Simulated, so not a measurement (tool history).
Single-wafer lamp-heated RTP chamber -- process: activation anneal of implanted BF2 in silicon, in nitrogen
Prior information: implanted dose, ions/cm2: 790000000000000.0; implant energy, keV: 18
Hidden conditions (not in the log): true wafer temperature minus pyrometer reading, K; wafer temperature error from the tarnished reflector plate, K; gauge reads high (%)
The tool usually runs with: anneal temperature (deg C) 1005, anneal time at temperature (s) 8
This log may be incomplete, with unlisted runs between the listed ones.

| run | hour | anneal temperature (deg C) | anneal time at temperature (s) | wafers since the last listed run | wafers since the last pyrometer calibration | wafers since the reflector plate was cleaned | hours since the gauge calibration | read-back reference wafer on the same gauge, sheet resistance | sheet resistance of the implanted and annealed layer (ohm/square) |
|---|---|---|---|---|---|---|---|---|---|
| 1 | 0.0 | 1005 | 8 | 0 | 358 | 1884 | 998.6 | 223.94 | 230.71 |
| 2 | 66.9 | 1005 | 8 | 1309 | 1668 | 3193 | 1065.5 | 224.00 | 229.47 |
| 3 | 91.5 | 1005 | 8 | 481 | 2149 | 3675 | 1090.1 | 224.11 | 231.79 |
| 4 | 128.3 | 1005 | 8 | 720 | 2869 | 4395 | 1126.9 | 224.21 | 229.48 |
| 5 | 164.8 | 1005 | 5 | 714 | 3584 | 5109 | 1163.4 | 223.98 | 241.34 |
| 6 | 231.2 | 1005 | 8 | 1299 | 4883 | 6409 | 1229.8 | 223.92 | 229.67 |
| 7 | 291.5 | 1005 | 8 | 1180 | 6063 | 7589 | 1290.1 | 224.17 | 228.25 |
| 8 | 326.7 | 985 | 8 | 688 | 6752 | 8278 | 1325.3 | 223.98 | 252.04 |
| 9 | 359.3 | 985 | 8 | 638 | 7390 | 8916 | 1357.9 | 224.13 | 253.67 |
| 10 | 404.3 | 985 | 8 | 880 | 8271 | 9797 | 1402.9 | 223.81 | 252.89 |
|  | 457.6 | pyrometer window cleaned and pyrometer calibrated |
|  | 460.4 | gauge calibrated |
| 11 | 473.0 | 1005 | 8 | 1187 | 301 | 10985 | 12.6 | 223.89 | 227.29 |
| 12 | 502.8 | 1005 | 8 | 583 | 884 | 11568 | 42.4 | 223.85 | 228.66 |
| 13 | 554.9 | 1005 | 8 | 1019 | 1904 | 12588 | 94.5 | 223.95 | 228.08 |
| 14 | 607.3 | 991 | 12 | 1025 | 2929 | 13613 | 146.9 | 223.93 | 230.03 |
| 15 | 650.8 | 1033 | 8 | 851 | 3781 | 14465 | 190.4 | 224.22 | 198.39 |
| 16 | 695.6 | 986 | 8 | 876 | 4658 | 15341 | 235.2 | 224.12 | 248.60 |
|  | 721.0 | reflector plate cleaned |
| 17 | 748.8 | 975 | 6 | 884 | 5542 | 544 | 288.4 | 223.90 | 281.61 |
| 18 | 810.7 | 1005 | 8 | 1211 | 6754 | 1756 | 350.3 | 223.97 | 230.52 |
| 19 | 873.6 | 1005 | 8 | 1231 | 7985 | 2987 | 413.2 | 223.77 | 232.41 |
| 20 | 901.5 | 975 | 12 | 546 | 8531 | 3533 | 441.1 | 224.17 | 265.07 |
|  | 946.1 | pyrometer window cleaned and pyrometer calibrated |
| 21 | 956.3 | 991 | 10 | 915 | 200 | 4449 | 495.9 | 223.90 | 241.22 |
| 22 | 1138.7 | 1027 | 8 | 3569 | 3769 | 8019 | 678.3 | 223.90 | 207.08 |
| 23 | 1167.9 | 1023 | 5 | 571 | 4341 | 8590 | 707.5 | 223.95 | 220.34 |
| 24 | 1225.4 | 1034 | 8 | 1125 | 5466 | 9716 | 765.0 | 223.95 | 200.15 |
| 25 | 1255.5 | 1005 | 4 | 589 | 6055 | 10305 | 795.1 | 224.14 | 242.40 |
| 26 | 1286.6 | 1005 | 8 | 608 | 6664 | 10913 | 826.2 | 224.11 | 228.14 |
| 27 | 1321.3 | 980 | 8 | 679 | 7343 | 11592 | 860.9 | 224.00 | 257.98 |

Below are 5 alternative next runs, each starting from the tool's condition after run 27. Predict each:
| A | 1321.7 | 1005 | 8 | 7 | 7351 | 11600 | 861.3 | ? | ? |
| B | 1321.7 | 989 | 8 | 7 | 7351 | 11600 | 861.3 | ? | ? |
| C | 1321.7 | 994 | 10 | 7 | 7351 | 11600 | 861.3 | ? | ? |
| D | 1321.7 | 1005 | 12 | 7 | 7351 | 11600 | 861.3 | ? | ? |
| E | 1321.7 | 1025 | 5 | 7 | 7351 | 11600 | 861.3 | ? | ? |

| run | read-back reference wafer on the same gauge, sheet resistance | sheet resistance of the implanted and annealed layer (ohm/square) |
|---|---|---|
| A | 223.66 | 223.99 |
| B | 223.66 | 241.99 |
| C | 223.66 | 230.91 |
| D | 223.66 | 214.75 |
| E | 223.66 | 213.88 |
Without the tool's unlogged condition, the same runs would have read:
| run | sheet resistance of the implanted and annealed layer (ohm/square) |
|---|---|
| A | 231.71 |
| B | 251.55 |
| C | 239.72 |
| D | 222.34 |
| E | 220.58 |
